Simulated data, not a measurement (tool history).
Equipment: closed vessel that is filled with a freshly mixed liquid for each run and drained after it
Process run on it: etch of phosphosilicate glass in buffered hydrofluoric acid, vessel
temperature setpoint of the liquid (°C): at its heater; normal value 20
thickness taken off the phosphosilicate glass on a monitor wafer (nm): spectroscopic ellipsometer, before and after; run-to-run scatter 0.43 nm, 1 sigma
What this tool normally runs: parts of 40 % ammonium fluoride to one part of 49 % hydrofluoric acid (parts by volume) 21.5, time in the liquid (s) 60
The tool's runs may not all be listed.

run,hour,temperature setpoint of the liquid (°C),parts of 40 % ammonium fluoride to one part of 49 % hydrofluoric acid (parts by volume),time in the liquid (s),"read-back film thickness of the phosphosilicate glass reference wafer, read on the same gauge (nm)",thickness taken off the phosphosilicate glass on a monitor wafer (nm)
1,0,20,21.5,45,147.9,99.94
2,30.8,20,21.5,60,147.78,133.58
3,64.9,20,21.5,60,147.61,134.19
4,88.3,20,21.5,60,147.46,133.51
5,108.6,20,21.5,60,147.32,133.17
# hour 125.5: thermometer replaced
6,156.8,20,21.5,60,147.06,133.2
7,180.9,20,21.5,60,146.93,132.38
8,210.6,20,21.5,60,146.74,133.73
9,235.6,17,16.5,45,146.63,106.84
10,259,24,29,90,146.43,201.54
11,276.6,17,21.5,30,146.35,55.83
12,290.3,20,21.5,40,146.26,88.54
13,307.3,24.5,14.5,70,146.14,287.05
14,338.7,22.5,14.5,45,145.95,164.96
15,358,20,17,60,145.82,163.19
16,375.7,17,21.5,85,145.68,157.93
# hour 383.7: hydrofluoric acid flow meter replaced
17,391.1,20,21.5,50,145.55,109.75
18,412.1,23.5,17,35,145.41,115.46
19,428.8,24,29,90,145.35,200.63
20,462,20,21.5,75,145.05,163.54
21,492.8,20,16.5,50,144.87,138.51
22,522.1,23,21.5,90,144.64,233.17
# hour 543.7: gauge calibrated
23,628.6,17,21.5,60,150.18,114.78
24,649.3,17,30,85,150.19,128.59
25,665.3,20,21.5,60,150.14,136.29
26,684.8,21.5,28.5,60,150.16,121.16
27,711.3,20,21.5,60,150.15,136.28
28,724.8,22.5,26.5,85,150.15,191.97
29,740.6,22,16,85,150.1,282.22

What does the tool deliver on the next run?
30,769.8,20,14,75,?,?

read-back film thickness of the phosphosilicate glass reference wafer, read on the same gauge (nm): 150.05
thickness taken off the phosphosilicate glass on a monitor wafer (nm): 253.88
With the hidden condition absent and the run-to-run variation left alone, this run would have shown thickness taken off the phosphosilicate glass on a monitor wafer (nm) 253.74.

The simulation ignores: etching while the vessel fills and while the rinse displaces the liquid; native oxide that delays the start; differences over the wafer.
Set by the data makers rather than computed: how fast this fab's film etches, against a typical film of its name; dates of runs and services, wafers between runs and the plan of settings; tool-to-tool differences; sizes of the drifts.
